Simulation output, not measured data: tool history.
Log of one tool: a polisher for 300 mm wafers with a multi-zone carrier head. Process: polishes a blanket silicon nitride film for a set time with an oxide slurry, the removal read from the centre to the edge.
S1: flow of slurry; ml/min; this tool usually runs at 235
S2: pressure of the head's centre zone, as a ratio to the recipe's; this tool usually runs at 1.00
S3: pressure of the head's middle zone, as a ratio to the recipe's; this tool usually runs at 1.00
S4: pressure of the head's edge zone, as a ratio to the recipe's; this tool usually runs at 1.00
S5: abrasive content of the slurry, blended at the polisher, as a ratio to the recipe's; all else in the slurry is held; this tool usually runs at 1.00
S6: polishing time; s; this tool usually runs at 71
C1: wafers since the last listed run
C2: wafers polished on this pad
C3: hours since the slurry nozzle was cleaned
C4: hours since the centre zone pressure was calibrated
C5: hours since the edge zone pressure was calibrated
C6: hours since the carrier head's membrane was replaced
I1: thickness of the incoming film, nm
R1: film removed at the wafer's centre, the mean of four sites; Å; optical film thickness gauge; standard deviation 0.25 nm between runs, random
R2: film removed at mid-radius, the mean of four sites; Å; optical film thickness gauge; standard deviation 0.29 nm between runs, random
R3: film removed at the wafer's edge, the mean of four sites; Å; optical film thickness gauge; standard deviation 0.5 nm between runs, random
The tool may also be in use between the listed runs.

run 1 hour=0.0 | S1=235 S2=1.00 S3=0.91 S4=1.00 S5=1.05 S6=71 | C1=0 C2=4383 C3=586.2 C4=431.0 C5=739.4 C6=1201.1 | I1=541.5 | R1=335 R2=309 R3=329
-- hour=34.1 slurry nozzle cleaned
-- hour=83.6 worn pad replaced by a new one
run 2 hour=101.0 | S1=235 S2=1.07 S3=1.00 S4=1.00 S5=1.00 S6=71 | C1=801 C2=145 C3=66.9 C4=532.0 C5=840.4 C6=1302.1 | I1=537.5 | R1=377 R2=347 R3=345
run 3 hour=194.1 | S1=235 S2=1.00 S3=1.00 S4=1.00 S5=1.00 S6=71 | C1=777 C2=922 C3=160.0 C4=625.1 C5=933.5 C6=1395.2 | I1=545.8 | R1=339 R2=336 R3=339
run 4 hour=254.7 | S1=235 S2=1.00 S3=1.00 S4=1.00 S5=0.85 S6=71 | C1=505 C2=1428 C3=220.6 C4=685.7 C5=994.1 C6=1455.8 | I1=540.9 | R1=294 R2=289 R3=285
run 5 hour=324.9 | S1=235 S2=1.00 S3=1.00 S4=1.00 S5=1.00 S6=71 | C1=586 C2=2015 C3=290.8 C4=755.9 C5=1064.3 C6=1526.0 | I1=542.4 | R1=331 R2=323 R3=327
run 6 hour=371.3 | S1=235 S2=1.00 S3=1.00 S4=0.93 S5=1.00 S6=47 | C1=387 C2=2402 C3=337.2 C4=802.3 C5=1110.7 C6=1572.4 | I1=540.6 | R1=218 R2=212 R3=205
-- hour=403.3 edge zone pressure recalibrated
run 7 hour=461.1 | S1=205 S2=1.00 S3=1.00 S4=1.00 S5=1.00 S6=71 | C1=733 C2=3135 C3=427.0 C4=892.1 C5=57.8 C6=1662.2 | I1=531.5 | R1=319 R2=314 R3=310
run 8 hour=508.7 | S1=235 S2=1.00 S3=0.93 S4=1.07 S5=1.00 S6=71 | C1=397 C2=3533 C3=474.6 C4=939.7 C5=105.4 C6=1709.8 | I1=539.7 | R1=319 R2=301 R3=333
-- hour=542.7 centre zone pressure recalibrated
run 9 hour=581.2 | S1=235 S2=1.00 S3=1.00 S4=1.00 S5=1.15 S6=71 | C1=588 C2=4121 C3=547.1 C4=38.5 C5=177.9 C6=1782.3 | I1=532.0 | R1=353 R2=348 R3=344
-- hour=622.0 worn pad replaced by a new one
-- hour=636.9 slurry nozzle cleaned
run 10 hour=654.6 | S1=235 S2=1.00 S3=1.00 S4=1.06 S5=1.00 S6=71 | C1=571 C2=263 C3=17.7 C4=111.9 C5=251.3 C6=1855.7 | I1=538.9 | R1=350 R2=350 R3=362
run 11 hour=751.5 | S1=235 S2=1.00 S3=1.00 S4=0.90 S5=0.85 S6=48 | C1=809 C2=1072 C3=114.6 C4=208.8 C5=348.2 C6=1952.6 | I1=543.1 | R1=200 R2=201 R3=188
run 12 hour=797.0 | S1=235 S2=0.89 S3=1.04 S4=1.00 S5=0.90 S6=93 | C1=379 C2=1452 C3=160.1 C4=254.3 C5=393.7 C6=1998.1 | I1=543.4 | R1=361 R2=412 R3=400
run 13 hour=835.6 | S1=235 S2=0.93 S3=1.00 S4=0.95 S5=1.00 S6=71 | C1=322 C2=1774 C3=198.7 C4=292.9 C5=432.3 C6=2036.7 | I1=534.4 | R1=312 R2=332 R3=315
-- hour=874.4 carrier head's membrane replaced by a new one
run 14 hour=891.2 | S1=235 S2=1.00 S3=1.05 S4=1.00 S5=0.90 S6=71 | C1=422 C2=2197 C3=254.3 C4=348.5 C5=487.9 C6=16.8 | I1=539.7 | R1=301 R2=312 R3=298
run 15 hour=1017.2 | S1=235 S2=0.94 S3=1.00 S4=1.00 S5=1.00 S6=79 | C1=1052 C2=3249 C3=380.3 C4=474.5 C5=613.9 C6=142.8 | I1=541.8 | R1=337 R2=358 R3=352
run 16 hour=1073.4 | S1=235 S2=1.00 S3=1.00 S4=0.94 S5=1.00 S6=62 | C1=469 C2=3718 C3=436.5 C4=530.7 C5=670.1 C6=199.0 | I1=537.4 | R1=279 R2=278 R3=272
run 17 hour=1148.9 | S1=310 S2=0.88 S3=1.00 S4=1.00 S5=1.00 S6=71 | C1=630 C2=4349 C3=512.0 C4=606.2 C5=745.6 C6=274.5 | I1=550.0 | R1=294 R2=329 R3=327
-- hour=1156.5 worn pad replaced by a new one
-- hour=1250.6 slurry nozzle cleaned
run 18 hour=1253.9 | S1=235 S2=1.06 S3=1.00 S4=1.00 S5=1.15 S6=71 | C1=834 C2=804 C3=3.3 C4=711.2 C5=850.6 C6=379.5 | I1=541.7 | R1=392 R2=360 R3=367
run 19 hour=1326.1 | S1=280 S2=0.95 S3=1.00 S4=1.05 S5=1.00 S6=93 | C1=602 C2=1407 C3=75.5 C4=783.4 C5=922.8 C6=451.7 | I1=539.4 | R1=423 R2=435 R3=458
run 20 hour=1387.1 | S1=205 S2=1.00 S3=1.00 S4=1.05 S5=1.00 S6=71 | C1=509 C2=1917 C3=136.5 C4=844.4 C5=983.8 C6=512.7 | I1=550.1 | R1=321 R2=318 R3=324
run 21 hour=1461.2 | S1=195 S2=1.00 S3=1.00 S4=1.00 S5=1.00 S6=71 | C1=618 C2=2535 C3=210.6 C4=918.5 C5=1057.9 C6=586.8 | I1=530.1 | R1=315 R2=307 R3=314
-- hour=1466.5 edge zone pressure recalibrated
run 22 hour=1559.0 | S1=195 S2=1.00 S3=1.00 S4=1.00 S5=1.00 S6=71 | C1=799 C2=3335 C3=308.4 C4=1016.3 C5=92.5 C6=684.6 | I1=539.3 | R1=317 R2=311 R3=318

3 ways to go on from here, each from the tool as it stands after run 22. What would each give?
run A hour=1559.4 | S1=235 S2=1.00 S3=1.00 S4=1.00 S5=1.00 S6=64 | C1=3 C2=3339 C3=308.8 C4=1016.7 C5=92.9 C6=685.0 | I1=542.9 | R1=? R2=? R3=?
run B hour=1559.4 | S1=235 S2=0.97 S3=1.00 S4=1.00 S5=1.00 S6=52 | C1=3 C2=3339 C3=308.8 C4=1016.7 C5=92.9 C6=685.0 | I1=542.9 | R1=? R2=? R3=?
run C hour=1559.4 | S1=285 S2=1.00 S3=1.00 S4=1.00 S5=1.00 S6=71 | C1=3 C2=3339 C3=308.8 C4=1016.7 C5=92.9 C6=685.0 | I1=542.9 | R1=? R2=? R3=?

run=A R1=293 R2=293 R3=288
run=B R1=231 R2=238 R3=234
run=C R1=334 R2=333 R3=325
What these runs would have given with no unlogged condition in the tool:
run=A R1=323 R2=323 R3=317
run=B R1=254 R2=262 R3=258
run=C R1=367 R2=367 R3=358

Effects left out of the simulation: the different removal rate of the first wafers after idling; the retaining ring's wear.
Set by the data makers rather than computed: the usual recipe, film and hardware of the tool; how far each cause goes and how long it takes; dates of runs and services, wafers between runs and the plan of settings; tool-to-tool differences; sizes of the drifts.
